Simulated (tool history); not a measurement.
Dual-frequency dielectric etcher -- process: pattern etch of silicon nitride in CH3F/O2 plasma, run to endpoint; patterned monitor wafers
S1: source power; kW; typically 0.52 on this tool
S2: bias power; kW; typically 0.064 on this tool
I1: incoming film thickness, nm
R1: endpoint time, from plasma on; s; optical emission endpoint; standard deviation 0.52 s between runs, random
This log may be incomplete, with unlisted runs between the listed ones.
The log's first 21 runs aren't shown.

run,day,S1,S2,I1,R1
22,10.142,0.52,0.064,73.9,75.8
23,10.5,0.48,0.064,73.8,78.8
# day 10.921: source power generator calibrated
24,11.183,0.52,0.064,74.2,75.6
25,11.458,0.59,0.049,74.6,76.7
26,12.071,0.56,0.071,74.1,70.9
27,12.408,0.52,0.064,75,76.7
28,13.058,0.61,0.072,74.3,67.4
29,13.779,0.52,0.064,74.1,74.4
30,14.346,0.4,0.059,74.7,87.8
31,14.908,0.59,0.073,74.9,68.7
32,15.654,0.59,0.064,75.3,72.2
33,16.312,0.52,0.064,74.2,75.4
34,16.796,0.4,0.072,73.9,81.6
35,17.071,0.48,0.069,74.5,76.4
36,18.742,0.45,0.049,74.3,84.4

4 ways to go on from here, each from the tool as it stands after run 36. What would each give?
A,18.762,0.52,0.064,73.4,?
B,18.762,0.48,0.072,73.4,?
C,18.762,0.46,0.064,73.4,?
D,18.762,0.56,0.064,73.4,?

run,R1
A,74.2
B,74.4
C,78.7
D,71.7
Take away the tool's hidden state, keep each run's random variation, and the runs would have read:
run,R1
A,76.6
B,76.8
C,81.1
D,74

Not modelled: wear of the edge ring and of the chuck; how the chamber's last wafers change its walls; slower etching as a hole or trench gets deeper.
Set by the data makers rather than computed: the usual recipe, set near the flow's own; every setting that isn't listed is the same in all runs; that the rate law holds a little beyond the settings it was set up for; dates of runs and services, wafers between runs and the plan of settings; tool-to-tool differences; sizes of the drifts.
